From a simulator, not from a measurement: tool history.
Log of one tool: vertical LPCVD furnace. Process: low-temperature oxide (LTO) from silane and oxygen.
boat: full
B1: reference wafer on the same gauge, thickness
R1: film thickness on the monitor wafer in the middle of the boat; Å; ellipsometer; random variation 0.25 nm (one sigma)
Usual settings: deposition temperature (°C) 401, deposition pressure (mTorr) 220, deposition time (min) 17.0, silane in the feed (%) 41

Run 1, day 0.000: usual settings but deposition pressure (mTorr) 190; B1 147.01. Result: R1 1598.8 Å.
Run 2, day 0.292: usual settings but deposition pressure (mTorr) 190; B1 147.02. Result: R1 1598.0 Å.
Run 3, day 1.004: usual settings but deposition pressure (mTorr) 190; B1 146.94. Result: R1 1600.7 Å.
Run 4, day 1.400: usual settings but deposition pressure (mTorr) 260; B1 147.00. Result: R1 2175.6 Å.
At day 2.500: pressure gauge zeroed.
Run 5, day 2.521: usual settings but deposition pressure (mTorr) 260; B1 146.98. Result: R1 2127.1 Å.
Run 6, day 2.662: usual settings but deposition pressure (mTorr) 260; B1 147.05. Result: R1 2125.3 Å.
Run 7, day 3.125: usual settings; B1 147.02. Result: R1 1799.9 Å.
Run 8, day 3.758: usual settings; B1 147.02. Result: R1 1800.9 Å.
Run 9, day 4.142: usual settings but deposition pressure (mTorr) 255; B1 147.00. Result: R1 2086.8 Å.
Run 10, day 4.754: usual settings but deposition temperature (°C) 390, deposition pressure (mTorr) 205, deposition time (min) 11.0, silane in the feed (%) 46; B1 147.00. Result: R1 1092.4 Å.
At day 5.854: silane flow controller replaced.
Run 11, day 5.875: usual settings but deposition temperature (°C) 405, silane in the feed (%) 33; B1 146.96. Result: R1 1437.0 Å.
Run 12, day 6.642: usual settings; B1 146.98. Result: R1 1802.8 Å.
Run 13, day 7.188: usual settings but deposition pressure (mTorr) 195; B1 146.99. Result: R1 1605.0 Å.
Run 14, day 7.717: usual settings; B1 146.98. Result: R1 1803.2 Å.
Run 15, day 8.129: usual settings but deposition time (min) 14.5; B1 147.04. Result: R1 1545.4 Å.
Run 16, day 8.696: usual settings; B1 146.96. Result: R1 1810.9 Å.
At day 9.842: thermocouples replaced and temperature profile calibrated.
Run 17, day 9.862: usual settings but deposition time (min) 14.5; B1 147.00. Result: R1 1457.0 Å.
Run 18, day 10.004: usual settings but deposition temperature (°C) 393, silane in the feed (%) 33; B1 147.01. Result: R1 1179.9 Å.
Run 19, day 10.146: usual settings; B1 146.99. Result: R1 1704.2 Å.
Run 20, day 10.767: usual settings but deposition temperature (°C) 394, deposition pressure (mTorr) 175, silane in the feed (%) 46; B1 147.01. Result: R1 1428.0 Å.
Run 21, day 11.208: usual settings; B1 147.02. Result: R1 1709.4 Å.
Run 22, day 11.712: usual settings but deposition temperature (°C) 404, deposition pressure (mTorr) 245, silane in the feed (%) 43; B1 147.01. Result: R1 2071.0 Å.
Run 23, day 12.012: usual settings but deposition time (min) 22.5; B1 147.01. Result: R1 2262.5 Å.
Run 24, day 12.450: usual settings but deposition temperature (°C) 392, deposition pressure (mTorr) 275, deposition time (min) 11.0, silane in the feed (%) 47; B1 146.99. Result: R1 1447.1 Å.
Run 25, day 12.758: usual settings but deposition pressure (mTorr) 180, deposition time (min) 15.0, silane in the feed (%) 38; B1 146.98. Result: R1 1123.5 Å.
Run 26, day 13.129: usual settings but deposition temperature (°C) 407, deposition pressure (mTorr) 180; B1 146.97. Result: R1 1491.7 Å.
Run 27, day 13.529: usual settings but deposition temperature (°C) 390; B1 147.05. Result: R1 1507.8 Å.
Run 28, day 13.925: usual settings; B1 147.03. Result: R1 1713.7 Å.
Run 29, day 14.212: usual settings; B1 147.03. Result: R1 1709.2 Å.
Run 30, day 14.625: usual settings but deposition temperature (°C) 389, deposition pressure (mTorr) 175; B1 147.06. Result: R1 1192.5 Å.
Run 31, day 15.125: usual settings but deposition pressure (mTorr) 170, deposition time (min) 19.0, silane in the feed (%) 48; B1 147.01. Result: R1 1745.3 Å.

The tool's hidden state at each run:
deviation of the silane flow from its setpoint, %: 0 in every run
gauge reads high (%): 0 in every run
H1: true tube temperature minus thermocouple reading, K
H2: true pressure minus gauge reading, mTorr
run     H1    H2
  1   5.16  6.68
  2   5.17  6.74
  3    5.2  6.89
  4   5.22  6.98
  5   5.27  1.02
  6   5.28  1.02
  7    5.3  1.02
  8   5.32  1.02
  9   5.34  1.02
 10   5.37  1.03
 11   5.42  1.04
 12   5.45  1.04
 13   5.48  1.05
 14    5.5  1.06
 15   5.52  1.06
 16   5.54  1.07
 17  0.292  1.09
 18  0.292   1.1
 19  0.292   1.1
 20  0.293  1.11
 21  0.293  1.12
 22  0.293  1.14
 23  0.293  1.14
 24  0.293  1.16
 25  0.293  1.17
 26  0.294  1.18
 27  0.294  1.19
 28  0.294   1.2
 29  0.294  1.21
 30  0.295  1.22
 31  0.295  1.24
